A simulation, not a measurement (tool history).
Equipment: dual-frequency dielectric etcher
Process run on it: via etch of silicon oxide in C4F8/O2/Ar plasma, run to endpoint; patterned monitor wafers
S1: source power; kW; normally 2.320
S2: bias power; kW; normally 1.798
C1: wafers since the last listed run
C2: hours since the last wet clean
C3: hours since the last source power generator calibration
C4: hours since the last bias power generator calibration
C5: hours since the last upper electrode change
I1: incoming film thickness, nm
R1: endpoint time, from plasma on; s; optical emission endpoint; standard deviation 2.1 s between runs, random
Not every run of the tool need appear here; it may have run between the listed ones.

run,hour,S1,S2,C1,C2,C3,C4,C5,I1,R1
1,0.0,2.090,1.798,0,188.8,1145.4,2986.4,3473.1,1167.7,248.0
2,51.2,2.090,1.798,434,240.0,1196.6,3037.6,3524.3,1163.1,244.2
3,77.9,1.900,1.798,226,266.7,1223.3,3064.3,3551.0,1166.3,262.9
4,105.0,2.720,1.798,230,293.8,1250.4,3091.4,3578.1,1173.7,212.4
5,156.4,2.720,1.798,436,345.2,1301.8,3142.8,3629.5,1178.5,208.8
6,181.9,2.720,1.798,216,370.7,1327.3,3168.3,3655.0,1164.1,206.3
7,211.2,2.320,1.798,248,400.0,1356.6,3197.6,3684.3,1171.8,230.0
8,238.9,2.320,1.798,235,427.7,1384.3,3225.3,3712.0,1162.4,222.9
# hour 295.7: wet clean of the chamber
9,296.2,2.320,1.798,282,0.5,1441.6,3282.6,3769.3,1169.6,234.6
10,323.1,2.320,1.798,228,27.4,1468.5,3309.5,3796.2,1171.7,243.4
11,356.4,2.320,1.798,282,60.7,1501.8,3342.8,3829.5,1173.1,237.6
12,385.9,2.320,1.696,250,90.2,1531.3,3372.3,3859.0,1176.1,241.1
13,411.4,2.320,1.696,216,115.7,1556.8,3397.8,3884.5,1168.7,241.4
14,455.1,2.490,2.051,371,159.4,1600.5,3441.5,3928.2,1169.1,218.4
15,506.8,2.540,2.133,439,211.1,1652.2,3493.2,3979.9,1176.1,213.4
16,540.6,2.550,2.232,287,244.9,1686.0,3527.0,4013.7,1172.5,208.8
17,580.2,2.750,2.095,336,284.5,1725.6,3566.6,4053.3,1179.0,203.5
18,744.9,2.540,1.596,1398,449.2,1890.3,3731.3,4218.0,1172.3,223.4
# hour 769.9: bias power generator calibrated
# hour 776.9: upper electrode replaced
19,797.7,2.670,2.207,354,502.0,1943.1,27.8,20.8,1165.3,199.8
20,837.9,2.140,1.451,341,542.2,1983.3,68.0,61.0,1178.0,252.5
# hour 868.4: source power generator calibrated
# hour 923.3: wet clean of the chamber
21,923.8,2.150,2.182,491,0.5,55.4,153.9,146.9,1165.9,234.3
22,950.6,2.320,1.798,227,27.3,82.2,180.7,173.7,1167.7,237.3
23,989.2,2.160,1.583,327,65.9,120.8,219.3,212.3,1169.1,253.1
24,1020.7,2.890,1.685,267,97.4,152.3,250.8,243.8,1177.7,214.1
25,1086.9,2.140,1.459,562,163.6,218.5,317.0,310.0,1163.0,254.3
26,1157.2,2.320,1.798,596,233.9,288.8,387.3,380.3,1161.0,224.5

Forecast each of these 4 alternatives for the next run:
A,1157.7,2.320,1.798,4,234.4,289.3,387.8,380.8,1163.5,?
B,1157.7,2.490,1.989,4,234.4,289.3,387.8,380.8,1163.5,?
C,1157.7,2.670,2.228,4,234.4,289.3,387.8,380.8,1163.5,?
D,1157.7,2.650,1.948,4,234.4,289.3,387.8,380.8,1163.5,?

run,R1
A,228.5
B,213.6
C,199.2
D,207.4
Had the tool no hidden state, the same runs would have come out as:
run,R1
A,233.9
B,218.7
C,204.0
D,212.3
